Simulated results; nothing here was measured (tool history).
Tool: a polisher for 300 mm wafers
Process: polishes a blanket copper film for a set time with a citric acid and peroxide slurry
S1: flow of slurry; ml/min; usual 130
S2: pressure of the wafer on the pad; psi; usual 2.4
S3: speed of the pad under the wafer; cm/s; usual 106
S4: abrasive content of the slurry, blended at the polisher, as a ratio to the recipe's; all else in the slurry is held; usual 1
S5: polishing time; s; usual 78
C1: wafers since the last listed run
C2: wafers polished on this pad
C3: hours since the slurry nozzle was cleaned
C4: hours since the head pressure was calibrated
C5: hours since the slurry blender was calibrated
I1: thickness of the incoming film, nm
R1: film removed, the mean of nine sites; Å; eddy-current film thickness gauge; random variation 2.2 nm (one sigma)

run	day	S1	S2	S3	S4	S5	C1	C2	C3	C4	C5	I1	R1
1	0	130	2.4	106	1	78	0	895	407.6	940.5	266.9	506.3	1327
2	0.608	130	2.4	106	1	78	131	1027	422.2	955.1	281.5	497.7	1354
3	1.192	130	2.4	106	0.75	78	126	1153	436.2	969.1	295.5	496	1201
# day 1.508: worn pad replaced by a new one
4	2.142	130	2.4	106	0.75	78	169	137	459	991.9	318.3	493.5	1193
# day 2.654: head pressure recalibrated
5	2.75	130	2.4	106	1.15	78	113	250	473.6	2.3	332.9	504.1	1338
6	3.112	130	2.4	106	1.15	78	78	329	482.3	11	341.6	490.4	1367
7	3.462	130	2.4	106	1	78	75	405	490.7	19.4	350	505.7	1305
8	3.796	130	2.4	106	1	78	72	477	498.7	27.4	358	508.9	1285
# day 4.017: slurry nozzle cleaned
9	4.058	130	2.4	106	1	78	47	525	1	33.7	364.3	503.9	1491
10	4.667	95	2.4	88	1.15	69	131	656	15.6	48.3	378.9	511.1	1051
11	4.992	130	2.4	106	1	92	70	727	23.4	56.1	386.7	501.7	1733
# day 5.333: slurry blender recalibrated
12	5.462	130	2.4	128	1	59	83	811	34.7	67.4	3.1	496.5	1309
13	6.05	130	2.6	78	1	78	127	938	48.8	81.5	17.2	503	1191
# day 6.358: worn pad replaced by a new one
14	6.379	130	2.4	106	1	88	35	4	56.7	89.4	25.1	493.6	1659
15	6.842	130	2.4	106	1	78	100	104	67.8	100.5	36.2	497.1	1500
16	7.462	130	2.4	106	1.15	78	134	238	82.7	115.4	51.1	504.7	1540
17	7.738	130	2.4	106	1	88	59	298	89.3	122	57.7	498.8	1698
18	8.033	130	2.4	76	1	78	64	362	96.4	129.1	64.8	503.4	1090

The tool's hidden state at each run:
removal rate lost through wear of the pad, %: 0 in every run
deviation of the head's pressure from its setpoint, %: 0 in every run
abrasive missing from the slurry, %: 0 in every run
H1: slurry flow missing at the pad, %
run	H1
1	32.4
2	33.6
3	34.7
4	36.5
5	37.6
6	38.3
7	39
8	39.6
9	2.63
10	3.78
11	4.39
12	5.28
13	6.39
14	7.01
15	7.88
16	9.06
17	9.58
18	10.1
